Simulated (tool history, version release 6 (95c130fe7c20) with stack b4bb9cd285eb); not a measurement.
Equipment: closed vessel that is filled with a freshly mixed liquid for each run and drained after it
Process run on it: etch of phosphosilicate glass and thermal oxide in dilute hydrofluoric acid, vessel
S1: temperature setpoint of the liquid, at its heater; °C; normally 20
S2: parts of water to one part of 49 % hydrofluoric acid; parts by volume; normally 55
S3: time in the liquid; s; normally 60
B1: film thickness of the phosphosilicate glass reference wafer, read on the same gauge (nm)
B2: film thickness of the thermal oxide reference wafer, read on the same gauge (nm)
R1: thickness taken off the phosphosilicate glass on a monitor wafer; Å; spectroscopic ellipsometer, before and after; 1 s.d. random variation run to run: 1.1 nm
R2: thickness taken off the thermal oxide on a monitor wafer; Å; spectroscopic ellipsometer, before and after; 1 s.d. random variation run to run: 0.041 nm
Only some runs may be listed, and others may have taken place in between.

run,day,S1,S2,S3,B1,B2,R1,R2
1,0,20,35,60,109.99,89.977,2670.8,77.35
2,0.312,20,35,60,110.03,89.987,2672.5,76.1
3,1.05,20,55,60,110.01,89.988,1654.3,47.12
4,1.45,20,55,60,109.96,89.998,1682.3,47.09
5,2.021,20,55,90,110.02,90.008,2522.5,72.29
6,2.542,17.5,65,80,109.98,89.992,1712.2,47.85
7,3.242,17,40,60,110.01,90.015,2073.5,58.77
8,3.621,21.5,80,60,110.01,89.98,1188.6,34.07
9,4.062,20,55,60,110.02,89.992,1658.8,47.98
# day 4.492: gauge calibrated
10,5.042,17,35,60,110.03,90.038,2388.4,68.67
# day 5.367: thermometer replaced
11,5.775,20,55,60,109.99,90.009,1672.3,47.95
12,6.283,17,65,70,110.01,89.983,1458.4,41.84
13,6.688,17,35,60,109.98,90.005,2429.8,69.67
14,7.767,20,80,35,110,89.99,659.5,18.58
15,8.188,20,55,40,110,89.992,1131,32.3
16,8.662,17,80,90,109.98,89.981,1499.5,42.68
17,9.308,20,70,50,109.97,90,1106.1,31.14
18,9.7,20,80,60,109.97,89.991,1143.1,33.13
19,10.333,18,75,60,109.99,89.99,1128,32.4
20,10.975,20,25,60,110,90.013,3865.8,110.8

Forecast run 21:
21,11.525,20,75,35,?,?,?,?

Logged for run 21: B1 110.02, B2 90, R1 721.6 Å, R2 20.42 Å.
Were there no unlogged condition in the tool, this run, its random variation unchanged, would have produced R1 697.1 Å, R2 19.73 Å.
